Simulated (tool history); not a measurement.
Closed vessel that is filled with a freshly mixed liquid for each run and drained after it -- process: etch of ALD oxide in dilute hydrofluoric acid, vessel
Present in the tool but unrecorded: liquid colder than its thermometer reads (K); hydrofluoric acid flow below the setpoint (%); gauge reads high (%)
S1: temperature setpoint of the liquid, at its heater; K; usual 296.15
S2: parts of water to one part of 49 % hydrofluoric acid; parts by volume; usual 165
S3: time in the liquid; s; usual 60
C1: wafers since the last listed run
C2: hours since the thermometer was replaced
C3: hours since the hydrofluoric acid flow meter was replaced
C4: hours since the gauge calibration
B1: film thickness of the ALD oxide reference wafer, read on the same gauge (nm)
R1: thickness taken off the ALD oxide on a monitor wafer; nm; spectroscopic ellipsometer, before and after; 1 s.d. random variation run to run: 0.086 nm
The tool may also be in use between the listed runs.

| run | day | S1 | S2 | S3 | C1 | C2 | C3 | C4 | B1 | R1 |
|---|---|---|---|---|---|---|---|---|---|---|
| 1 | 0 | 295.15 | 105 | 60 | 0 | 1216.7 | 307.5 | 65.6 | 139.34 | 16.12 |
| 2 | 3.454 | 295.15 | 105 | 60 | 7865 | 1299.6 | 390.4 | 148.5 | 139.82 | 15.85 |
| 3 | 4.988 | 294.65 | 165 | 60 | 3491 | 1336.4 | 427.2 | 185.3 | 140.03 | 9.42 |
| 4 | 7.3 | 294.65 | 165 | 60 | 5265 | 1391.9 | 482.7 | 240.8 | 140.32 | 9.37 |
| 5 | 10.538 | 296.15 | 165 | 60 | 7371 | 1469.6 | 560.4 | 318.5 | 140.76 | 9.9 |
| 6 | 13.538 | 296.15 | 165 | 75 | 6831 | 1541.6 | 632.4 | 390.5 | 141.17 | 12.64 |
|  | 15.908 | thermometer replaced |
| 7 | 16.971 | 296.15 | 165 | 75 | 7722 | 25.5 | 714.8 | 472.9 | 141.64 | 12.77 |
| 8 | 18.858 | 296.15 | 165 | 75 | 4297 | 70.8 | 760.1 | 518.2 | 141.88 | 12.64 |
| 9 | 20.667 | 299.65 | 135 | 60 | 4117 | 114.2 | 803.5 | 561.6 | 142.14 | 14.59 |
| 10 | 24.371 | 299.65 | 135 | 60 | 8434 | 203.1 | 892.4 | 650.5 | 142.62 | 14.71 |
|  | 25.862 | hydrofluoric acid flow meter replaced |
| 11 | 28.196 | 296.15 | 225 | 60 | 8614 | 294.9 | 56 | 742.3 | 143.15 | 7.01 |
| 12 | 32.183 | 296.15 | 225 | 60 | 9079 | 390.6 | 151.7 | 838 | 143.66 | 7.04 |
| 13 | 35.896 | 296.15 | 225 | 60 | 8453 | 479.7 | 240.8 | 927.1 | 144.19 | 7.09 |
| 14 | 37.725 | 296.15 | 165 | 60 | 4165 | 523.6 | 284.7 | 971 | 144.45 | 10.16 |
| 15 | 42.117 | 296.15 | 165 | 60 | 9999 | 629 | 390.1 | 1076.4 | 145.01 | 10.36 |
| 16 | 46.512 | 296.15 | 165 | 60 | 10009 | 734.5 | 495.6 | 1181.9 | 145.57 | 10.38 |
| 17 | 48.325 | 294.15 | 100 | 60 | 4127 | 778 | 539.1 | 1225.4 | 145.87 | 17.05 |
| 18 | 50.858 | 291.65 | 95 | 40 | 5768 | 838.8 | 599.9 | 1286.2 | 146.21 | 10.82 |
| 19 | 52.788 | 296.15 | 120 | 30 | 4392 | 885.1 | 646.2 | 1332.5 | 146.45 | 7.6 |
| 20 | 57.933 | 300.15 | 125 | 40 | 11717 | 1008.6 | 769.7 | 1456 | 147.14 | 11.35 |
|  | 59.792 | hydrofluoric acid flow meter replaced |
| 21 | 59.812 | 296.15 | 165 | 60 | 4184 | 1053.7 | 0.5 | 1501.1 | 147.4 | 10.52 |
| 22 | 61.542 | 294.15 | 165 | 35 | 3937 | 1095.2 | 42 | 1542.6 | 147.62 | 5.7 |
| 23 | 65.408 | 296.15 | 165 | 60 | 8804 | 1188 | 134.8 | 1635.4 | 148.16 | 10.61 |
| 24 | 68.475 | 296.15 | 165 | 60 | 6982 | 1261.6 | 208.4 | 1709 | 148.57 | 10.5 |
|  | 71.304 | gauge calibrated |
| 25 | 73.471 | 298.65 | 165 | 95 | 11375 | 1381.5 | 328.3 | 52 | 141 | 17.42 |
| 26 | 76.871 | 296.15 | 165 | 60 | 7741 | 1463.1 | 409.9 | 133.6 | 141.46 | 10.12 |
| 27 | 78.712 | 293.65 | 190 | 80 | 4193 | 1507.3 | 454.1 | 177.8 | 141.69 | 10.22 |
| 28 | 80.221 | 296.15 | 165 | 60 | 3434 | 1543.5 | 490.3 | 214 | 141.89 | 10.1 |
| 29 | 84.629 | 293.15 | 200 | 75 | 10037 | 1649.3 | 596.1 | 319.8 | 142.48 | 8.92 |
|  | 86.083 | thermometer replaced |
| 30 | 88.625 | 300.15 | 120 | 60 | 9003 | 61 | 692 | 415.7 | 143.04 | 17.26 |
| 31 | 91.125 | 296.15 | 165 | 60 | 5692 | 121 | 752 | 475.7 | 143.38 | 10.33 |
|  | 94.262 | hydrofluoric acid flow meter replaced |
| 32 | 99.717 | 293.15 | 235 | 45 | 19468 | 327.2 | 130.9 | 681.9 | 144.53 | 4.52 |
| 33 | 101.646 | 296.15 | 220 | 35 | 4392 | 373.5 | 177.2 | 728.2 | 144.75 | 4.26 |
| 34 | 110.312 | 293.65 | 95 | 30 | 19734 | 581.5 | 385.2 | 936.2 | 145.96 | 8.9 |
| 35 | 112.071 | 296.15 | 90 | 40 | 4003 | 623.7 | 427.4 | 978.4 | 146.16 | 13.91 |

List, for all runs, the conditions of the tool that the log does not record:
liquid colder than its thermometer reads (K): 0 on each run
hydrofluoric acid flow below the setpoint (%): 0 on each run
H1: gauge reads high (%)
| run | H1 |
|---|---|
| 1 | -0.461 |
| 2 | -0.13 |
| 3 | 0.0177 |
| 4 | 0.24 |
| 5 | 0.55 |
| 6 | 0.838 |
| 7 | 1.17 |
| 8 | 1.35 |
| 9 | 1.52 |
| 10 | 1.88 |
| 11 | 2.25 |
| 12 | 2.63 |
| 13 | 2.98 |
| 14 | 3.16 |
| 15 | 3.58 |
| 16 | 4 |
| 17 | 4.18 |
| 18 | 4.42 |
| 19 | 4.61 |
| 20 | 5.1 |
| 21 | 5.28 |
| 22 | 5.45 |
| 23 | 5.82 |
| 24 | 6.11 |
| 25 | 0.704 |
| 26 | 1.03 |
| 27 | 1.21 |
| 28 | 1.35 |
| 29 | 1.78 |
| 30 | 2.16 |
| 31 | 2.4 |
| 32 | 3.22 |
| 33 | 3.41 |
| 34 | 4.24 |
| 35 | 4.41 |
